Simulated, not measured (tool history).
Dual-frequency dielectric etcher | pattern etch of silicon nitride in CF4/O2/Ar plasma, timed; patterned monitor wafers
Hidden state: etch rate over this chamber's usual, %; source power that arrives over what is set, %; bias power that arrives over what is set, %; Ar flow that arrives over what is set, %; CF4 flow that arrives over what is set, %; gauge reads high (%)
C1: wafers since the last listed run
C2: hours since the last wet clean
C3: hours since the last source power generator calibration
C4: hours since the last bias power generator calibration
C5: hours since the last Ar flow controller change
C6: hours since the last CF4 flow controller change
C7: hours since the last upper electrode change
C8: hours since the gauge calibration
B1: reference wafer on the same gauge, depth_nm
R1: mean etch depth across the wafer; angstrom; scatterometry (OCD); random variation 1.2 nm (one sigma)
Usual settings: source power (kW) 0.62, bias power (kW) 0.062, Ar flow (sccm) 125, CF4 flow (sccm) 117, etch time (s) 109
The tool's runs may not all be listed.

run 1 hour=0 | source_power_(kW)=0.62 bias_power_(kW)=0.062 Ar_flow_(sccm)=125 CF4_flow_(sccm)=117 etch_time_(s)=109 | C1=0 C2=140.6 C3=74.7 C4=113.9 C5=3417 C6=3338.5 C7=2846.6 C8=81.3 | B1=247 | R1=2790
run 2 hour=33.4 | source_power_(kW)=0.62 bias_power_(kW)=0.062 Ar_flow_(sccm)=125 CF4_flow_(sccm)=117 etch_time_(s)=109 | C1=243 C2=174 C3=108.1 C4=147.3 C5=3450.4 C6=3371.9 C7=2880 C8=114.7 | B1=247.1 | R1=2797
run 3 hour=68.9 | source_power_(kW)=0.62 bias_power_(kW)=0.062 Ar_flow_(sccm)=125 CF4_flow_(sccm)=117 etch_time_(s)=109 | C1=258 C2=209.5 C3=143.6 C4=182.8 C5=3485.9 C6=3407.4 C7=2915.5 C8=150.2 | B1=247.1 | R1=2802
run 4 hour=84.4 | source_power_(kW)=0.62 bias_power_(kW)=0.062 Ar_flow_(sccm)=125 CF4_flow_(sccm)=117 etch_time_(s)=83.5 | C1=112 C2=225 C3=159.1 C4=198.3 C5=3501.4 C6=3422.9 C7=2931 C8=165.7 | B1=246.9 | R1=2125
run 5 hour=118.4 | source_power_(kW)=0.62 bias_power_(kW)=0.062 Ar_flow_(sccm)=125 CF4_flow_(sccm)=117 etch_time_(s)=109 | C1=247 C2=259 C3=193.1 C4=232.3 C5=3535.4 C6=3456.9 C7=2965 C8=199.7 | B1=247 | R1=2781
run 6 hour=132.1 | source_power_(kW)=0.62 bias_power_(kW)=0.062 Ar_flow_(sccm)=125 CF4_flow_(sccm)=117 etch_time_(s)=140.5 | C1=99 C2=272.7 C3=206.8 C4=246 C5=3549.1 C6=3470.6 C7=2978.7 C8=213.4 | B1=247.1 | R1=3586
run 7 hour=144.4 | source_power_(kW)=0.62 bias_power_(kW)=0.062 Ar_flow_(sccm)=125 CF4_flow_(sccm)=90 etch_time_(s)=109 | C1=89 C2=285 C3=219.1 C4=258.3 C5=3561.4 C6=3482.9 C7=2991 C8=225.7 | B1=247 | R1=2650
-- hour=165.2 Ar flow controller replaced
run 8 hour=165.8 | source_power_(kW)=0.62 bias_power_(kW)=0.062 Ar_flow_(sccm)=125 CF4_flow_(sccm)=117 etch_time_(s)=109 | C1=112 C2=306.4 C3=240.5 C4=279.7 C5=0.6 C6=3504.3 C7=3012.4 C8=247.1 | B1=247 | R1=2769
-- hour=210 upper electrode replaced, of another model than before
-- hour=220.7 wet clean of the chamber
run 9 hour=240.4 | source_power_(kW)=0.62 bias_power_(kW)=0.062 Ar_flow_(sccm)=125 CF4_flow_(sccm)=117 etch_time_(s)=109 | C1=290 C2=19.7 C3=315.1 C4=354.3 C5=75.2 C6=3578.9 C7=30.4 C8=321.7 | B1=246.9 | R1=2833
run 10 hour=266.9 | source_power_(kW)=0.62 bias_power_(kW)=0.062 Ar_flow_(sccm)=125 CF4_flow_(sccm)=117 etch_time_(s)=109 | C1=193 C2=46.2 C3=341.6 C4=380.8 C5=101.7 C6=3605.4 C7=56.9 C8=348.2 | B1=247.1 | R1=2795
run 11 hour=280.3 | source_power_(kW)=0.56 bias_power_(kW)=0.073 Ar_flow_(sccm)=125 CF4_flow_(sccm)=105 etch_time_(s)=137 | C1=97 C2=59.6 C3=355 C4=394.2 C5=115.1 C6=3618.8 C7=70.3 C8=361.6 | B1=247 | R1=3613
run 12 hour=303.2 | source_power_(kW)=0.62 bias_power_(kW)=0.062 Ar_flow_(sccm)=125 CF4_flow_(sccm)=117 etch_time_(s)=109 | C1=166 C2=82.5 C3=377.9 C4=417.1 C5=138 C6=3641.7 C7=93.2 C8=384.5 | B1=247.1 | R1=2828
run 13 hour=326.7 | source_power_(kW)=0.47 bias_power_(kW)=0.072 Ar_flow_(sccm)=125 CF4_flow_(sccm)=106 etch_time_(s)=79 | C1=171 C2=106 C3=401.4 C4=440.6 C5=161.5 C6=3665.2 C7=116.7 C8=408 | B1=247 | R1=1872
-- hour=349.4 CF4 flow controller replaced
run 14 hour=350.5 | source_power_(kW)=0.5 bias_power_(kW)=0.062 Ar_flow_(sccm)=142 CF4_flow_(sccm)=117 etch_time_(s)=109 | C1=129 C2=129.8 C3=425.2 C4=464.4 C5=185.3 C6=1.1 C7=140.5 C8=431.8 | B1=247 | R1=2441
run 15 hour=370.7 | source_power_(kW)=0.74 bias_power_(kW)=0.048 Ar_flow_(sccm)=155 CF4_flow_(sccm)=117 etch_time_(s)=136 | C1=147 C2=150 C3=445.4 C4=484.6 C5=205.5 C6=21.3 C7=160.7 C8=452 | B1=246.8 | R1=3224
run 16 hour=395.2 | source_power_(kW)=0.78 bias_power_(kW)=0.049 Ar_flow_(sccm)=125 CF4_flow_(sccm)=117 etch_time_(s)=85 | C1=178 C2=174.5 C3=469.9 C4=509.1 C5=230 C6=45.8 C7=185.2 C8=476.5 | B1=247 | R1=2173
run 17 hour=423.3 | source_power_(kW)=0.62 bias_power_(kW)=0.05 Ar_flow_(sccm)=125 CF4_flow_(sccm)=117 etch_time_(s)=109 | C1=204 C2=202.6 C3=498 C4=537.2 C5=258.1 C6=73.9 C7=213.3 C8=504.6 | B1=246.8 | R1=2408
run 18 hour=485.7 | source_power_(kW)=0.62 bias_power_(kW)=0.052 Ar_flow_(sccm)=125 CF4_flow_(sccm)=117 etch_time_(s)=86 | C1=454 C2=265 C3=560.4 C4=599.6 C5=320.5 C6=136.3 C7=275.7 C8=567 | B1=246.9 | R1=1950
run 19 hour=501.7 | source_power_(kW)=0.62 bias_power_(kW)=0.062 Ar_flow_(sccm)=125 CF4_flow_(sccm)=117 etch_time_(s)=120.5 | C1=116 C2=281 C3=576.4 C4=615.6 C5=336.5 C6=152.3 C7=291.7 C8=583 | B1=246.9 | R1=3083
run 20 hour=525.4 | source_power_(kW)=0.62 bias_power_(kW)=0.073 Ar_flow_(sccm)=125 CF4_flow_(sccm)=117 etch_time_(s)=109 | C1=172 C2=304.7 C3=600.1 C4=639.3 C5=360.2 C6=176 C7=315.4 C8=606.7 | B1=247 | R1=3040
run 21 hour=543.8 | source_power_(kW)=0.53 bias_power_(kW)=0.062 Ar_flow_(sccm)=125 CF4_flow_(sccm)=117 etch_time_(s)=109 | C1=134 C2=323.1 C3=618.5 C4=657.7 C5=378.6 C6=194.4 C7=333.8 C8=625.1 | B1=247.1 | R1=2522

What the log doesn't show, run by run:
source power that arrives over what is set, %: 0 in every run
bias power that arrives over what is set, %: 0 in every run
Ar flow that arrives over what is set, %: 0 in every run
CF4 flow that arrives over what is set, %: 0 in every run
gauge reads high (%): 0 in every run
H1: etch rate over this chamber's usual, %
run=1 H1=-1.22
run=2 H1=-1.45
run=3 H1=-1.7
run=4 H1=-1.81
run=5 H1=-2.05
run=6 H1=-2.15
run=7 H1=-2.24
run=8 H1=-2.39
run=9 H1=-0.446
run=10 H1=-0.633
run=11 H1=-0.727
run=12 H1=-0.888
run=13 H1=-1.05
run=14 H1=-1.22
run=15 H1=-1.36
run=16 H1=-1.53
run=17 H1=-1.73
run=18 H1=-2.17
run=19 H1=-2.28
run=20 H1=-2.45
run=21 H1=-2.58
